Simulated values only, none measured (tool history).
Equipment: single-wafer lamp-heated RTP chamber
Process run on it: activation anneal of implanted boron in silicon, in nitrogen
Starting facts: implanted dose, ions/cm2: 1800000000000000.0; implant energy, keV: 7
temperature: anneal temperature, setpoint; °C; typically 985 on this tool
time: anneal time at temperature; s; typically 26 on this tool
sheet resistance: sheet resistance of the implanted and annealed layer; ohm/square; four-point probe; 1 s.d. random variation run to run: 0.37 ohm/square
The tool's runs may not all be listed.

run	day	temperature	time	wafers since the last listed run	wafers since the last pyrometer calibration	wafers since the reflector plate was cleaned	hours since the gauge calibration	read-back reference wafer on the same gauge, sheet resistance	sheet resistance
1	0	985	37	0	2505	4381	142.6	143.89	118.49
2	1.333	985	37	328	2833	4709	174.6	143.99	118.07
3	2	985	37	164	2997	4873	190.6	143.85	117.82
4	2.596	1006	26	146	3144	5020	204.9	143.73	109.19
5	3.467	963	34	214	3358	5234	225.8	144.08	135.3
6	4.392	963	34	227	3586	5462	248	144.22	136.27
# day 4.746: reflector plate cleaned
7	4.938	985	26	52	3638	47	261.1	143.94	125.29
8	6.354	985	26	348	3987	395	295.1	144.24	124.36
9	7.596	1011	26	305	4292	701	324.9	144.01	108.45
# day 8.062: gauge calibrated
10	8.638	967	26	256	4549	957	13.8	143.95	140
# day 9.758: pyrometer window cleaned and pyrometer calibrated
11	9.8	1009	40	204	9	1161	41.7	143.83	104.15
12	11.046	985	26	306	316	1468	71.6	143.92	123.78
13	11.592	985	16	134	450	1602	84.7	143.95	130.04
14	12.108	956	15	127	577	1729	97.1	143.99	159.14
15	13.062	1003	26	234	812	1964	120	144	111.88
16	14.362	1009	12	319	1132	2284	151.2	143.8	116.95

3 ways to go on from here, each from the tool as it stands after run 16. What would each give?
A	14.379	959	26	4	1136	2288	151.6	?	?
B	14.379	975	26	4	1136	2288	151.6	?	?
C	14.379	972	19	4	1136	2288	151.6	?	?

run	read-back reference wafer on the same gauge, sheet resistance	sheet resistance
A	143.79	145.85
B	143.79	130.74
C	143.79	137.36
With no hidden state in the tool, these same runs would have given:
run	sheet resistance
A	148.73
B	133.04
C	139.87
